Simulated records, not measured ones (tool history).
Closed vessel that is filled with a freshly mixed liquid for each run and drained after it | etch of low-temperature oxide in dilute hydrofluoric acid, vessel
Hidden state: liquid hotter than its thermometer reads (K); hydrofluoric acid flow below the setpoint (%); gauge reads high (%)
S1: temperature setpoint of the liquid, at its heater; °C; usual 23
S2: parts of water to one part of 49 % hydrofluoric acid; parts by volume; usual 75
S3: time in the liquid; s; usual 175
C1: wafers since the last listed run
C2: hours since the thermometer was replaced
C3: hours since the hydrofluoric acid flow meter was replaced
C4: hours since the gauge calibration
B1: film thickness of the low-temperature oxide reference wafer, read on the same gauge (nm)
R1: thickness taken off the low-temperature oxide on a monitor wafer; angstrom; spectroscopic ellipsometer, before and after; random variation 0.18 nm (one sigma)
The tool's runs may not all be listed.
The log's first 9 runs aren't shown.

run    hour  S1   S2   S3    C1      C2      C3      C4      B1     R1
 10   752.9  23   50  175  8020   639.8    2284  1387.4  113.59  377.8
 11   816.8  23   75  175  5360   703.7  2347.9  1451.3  113.62  246.8
 12   896.4  23   75  175  6678   783.3  2427.5  1530.9  113.71  243.5
 13     960  23   75  175  5335   846.9  2491.1  1594.5  113.78  241.8
      970.6  -- thermometer replaced
 14  1036.5  23   75  175  6334    65.9  2567.6    1671   113.8  244.4
 15  1110.8  23   75  175  6233   140.2  2641.9  1745.3  113.82  245.7
 16  1153.7  23   75  175  3599   183.1  2684.8  1788.2  113.86  246.8
 17  1203.6  23   75  175  4186     233  2734.7  1838.1  113.92  248.5
     1235.5  -- hydrofluoric acid flow meter replaced
 18  1269.2  23   75  135  5419   298.6    33.7  1903.7  113.93  185.5
 19    1339  25   55  280  5855   368.4   103.5  1973.5  113.88  592.2
     1415.1  -- gauge calibrated
 20  1426.9  23   60  225  7374   456.3   191.4    11.8  109.85  382.4
 21    1485  19   75  175  4874   514.4   249.5    69.9  110.25  198.6
 22  1578.7  23   75  175  7860   608.1   343.2   163.6  110.84  238.2
 23    1619  23   75  175  3380   648.4   383.5   203.9   111.1  233.9
 24  1683.3  23   75  175  5394   712.7   447.8   268.2  111.44  238.6
 25    1741  23   90  250  4840   770.4   505.5   325.9   111.7  283.9
 26  1780.4  23   75  175  3305   809.8   544.9   365.3  111.86  238.5
 27  1860.9  27  105  280  6753   890.3   625.4   445.8  112.25  308.9
 28  1944.2  27   75  230  6988   973.6   708.7   529.1  112.56  371.2
 29  2038.2  27   75  130  7886  1067.6   802.7   623.1  112.77  211.1
 30    2078  23  115   75  3339  1107.4   842.5   662.9  112.93   64.6
     2090.8  -- thermometer replaced
 31  2148.2  23   60  105  5805    57.4   912.7   733.1  113.09  183.1
 32  2211.5  23   75  175  5310   120.7     976   796.4  113.26  242.6

Forecast each of these 4 alternatives for the next run:
  A  2212.2    23  75  175  58  121.4  976.7  797.1   ?   ?
  B  2212.2  27.5  75  175  58  121.4  976.7  797.1   ?   ?
  C  2212.2  25.5  85  175  58  121.4  976.7  797.1   ?   ?
  D  2212.2    23  75   90  58  121.4  976.7  797.1   ?   ?

run      B1     R1
  A  113.23  243.1
  B  113.23    291
  C  113.23  234.1
  D  113.23    125
Without the tool's hidden state the same runs would have given:
run     R1
  A  236.1
  B  282.6
  C  227.4
  D  121.4
